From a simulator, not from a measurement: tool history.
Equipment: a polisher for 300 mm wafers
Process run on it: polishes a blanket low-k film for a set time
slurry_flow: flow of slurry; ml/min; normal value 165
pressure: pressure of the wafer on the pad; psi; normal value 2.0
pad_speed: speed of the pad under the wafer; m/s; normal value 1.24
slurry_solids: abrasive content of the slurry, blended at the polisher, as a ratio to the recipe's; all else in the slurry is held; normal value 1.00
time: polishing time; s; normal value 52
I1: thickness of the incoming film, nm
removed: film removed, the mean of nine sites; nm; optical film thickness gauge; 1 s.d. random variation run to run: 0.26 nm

run 1 hour=0.0 | slurry_flow=165 pressure=2.0 pad_speed=1.24 slurry_solids=1.00 time=52 | I1=525.4 | removed=22.1
run 2 hour=58.8 | slurry_flow=165 pressure=2.0 pad_speed=1.24 slurry_solids=1.00 time=52 | I1=518.9 | removed=21.6
run 3 hour=105.4 | slurry_flow=165 pressure=1.6 pad_speed=1.24 slurry_solids=1.00 time=39 | I1=520.0 | removed=13.0
run 4 hour=130.2 | slurry_flow=165 pressure=2.0 pad_speed=1.24 slurry_solids=1.00 time=52 | I1=524.4 | removed=21.6
run 5 hour=183.9 | slurry_flow=140 pressure=2.0 pad_speed=1.64 slurry_solids=1.00 time=44 | I1=518.0 | removed=22.3
run 6 hour=209.3 | slurry_flow=165 pressure=1.5 pad_speed=1.24 slurry_solids=1.00 time=60 | I1=523.6 | removed=18.6
run 7 hour=269.1 | slurry_flow=225 pressure=2.7 pad_speed=1.24 slurry_solids=1.00 time=65 | I1=515.8 | removed=38.9
run 8 hour=326.5 | slurry_flow=165 pressure=2.0 pad_speed=1.24 slurry_solids=1.00 time=52 | I1=524.7 | removed=21.4
run 9 hour=371.8 | slurry_flow=165 pressure=2.5 pad_speed=1.24 slurry_solids=0.80 time=57 | I1=520.1 | removed=27.8
run 10 hour=442.6 | slurry_flow=220 pressure=2.0 pad_speed=1.24 slurry_solids=1.00 time=52 | I1=514.5 | removed=22.4
run 11 hour=499.7 | slurry_flow=115 pressure=2.0 pad_speed=1.24 slurry_solids=1.15 time=70 | I1=519.4 | removed=26.8
run 12 hour=557.4 | slurry_flow=165 pressure=2.0 pad_speed=1.24 slurry_solids=1.00 time=52 | I1=517.2 | removed=21.0
run 13 hour=692.7 | slurry_flow=165 pressure=2.0 pad_speed=1.24 slurry_solids=1.00 time=52 | I1=514.1 | removed=23.1
run 14 hour=761.4 | slurry_flow=140 pressure=2.7 pad_speed=1.24 slurry_solids=1.00 time=52 | I1=519.9 | removed=29.6
run 15 hour=803.7 | slurry_flow=165 pressure=2.0 pad_speed=1.68 slurry_solids=0.70 time=52 | I1=525.8 | removed=26.5
run 16 hour=946.4 | slurry_flow=165 pressure=1.6 pad_speed=1.24 slurry_solids=1.00 time=36 | I1=521.6 | removed=12.1
run 17 hour=994.6 | slurry_flow=165 pressure=2.0 pad_speed=1.24 slurry_solids=1.00 time=52 | I1=517.7 | removed=21.2
run 18 hour=1061.4 | slurry_flow=165 pressure=1.8 pad_speed=1.04 slurry_solids=1.30 time=68 | I1=523.6 | removed=23.7
run 19 hour=1106.3 | slurry_flow=115 pressure=2.0 pad_speed=1.24 slurry_solids=1.15 time=52 | I1=519.6 | removed=20.3
run 20 hour=1164.1 | slurry_flow=210 pressure=1.6 pad_speed=1.24 slurry_solids=1.00 time=59 | I1=526.4 | removed=20.5
run 21 hour=1191.7 | slurry_flow=165 pressure=1.5 pad_speed=1.24 slurry_solids=1.00 time=52 | I1=510.5 | removed=16.0
run 22 hour=1255.0 | slurry_flow=165 pressure=2.0 pad_speed=1.24 slurry_solids=1.00 time=52 | I1=527.2 | removed=21.4
run 23 hour=1287.3 | slurry_flow=165 pressure=2.0 pad_speed=1.24 slurry_solids=1.00 time=52 | I1=521.3 | removed=21.3
run 24 hour=1342.7 | slurry_flow=165 pressure=2.0 pad_speed=1.24 slurry_solids=1.00 time=52 | I1=524.0 | removed=21.4

Withheld: 11 entries from between the runs. Position of each, and hidden state at the listed run before versus the listed run after:
After run 3, before run 4: worn pad replaced by a new one (hour 112.0)
  slurry flow missing at the pad, %: 29.1 -> 30.2
  measured minus no-state result, removed: -0.8 -> -1.4 nm
After run 4, before run 5: head pressure recalibrated (hour 142.6)
  slurry flow missing at the pad, %: 30.2 -> 32.4
  measured minus no-state result, removed: -1.4 -> -2.0 nm
After run 5, before run 6: conditioning disc replaced and pad reconditioned (hour 207.7)
  slurry flow missing at the pad, %: 32.4 -> 33.2
  measured minus no-state result, removed: -2.0 -> -1.5 nm
After run 7, before run 8: slurry blender recalibrated (hour 325.3)
  slurry flow missing at the pad, %: 35 -> 36.4
  measured minus no-state result, removed: -2.4 -> -1.9 nm
After run 11, before run 12: worn pad replaced by a new one (hour 537.7)
  slurry flow missing at the pad, %: 39.2 -> 39.9
  measured minus no-state result, removed: -3.7 -> -2.1 nm
After run 12, before run 13: conditioning disc replaced and pad reconditioned (hour 630.2); slurry nozzle cleaned (hour 692.2)
  slurry flow missing at the pad, %: 39.9 -> 1.39
  measured minus no-state result, removed: -2.1 -> +0.0 nm
After run 14, before run 15: slurry blender recalibrated (hour 787.6)
  slurry flow missing at the pad, %: 10.1 -> 14.5
  measured minus no-state result, removed: -0.5 -> -0.7 nm
After run 16, before run 17: worn pad replaced by a new one (hour 963.6)
  slurry flow missing at the pad, %: 25.3 -> 27.9
  measured minus no-state result, removed: -0.6 -> -1.3 nm
After run 18, before run 19: conditioning disc replaced and pad reconditioned (hour 1099.0)
  slurry flow missing at the pad, %: 30.9 -> 32.5
  measured minus no-state result, removed: -1.6 -> -2.1 nm
After run 21, before run 22: slurry blender recalibrated (hour 1222.8)
  slurry flow missing at the pad, %: 35 -> 36.4
  measured minus no-state result, removed: -1.3 -> -1.9 nm
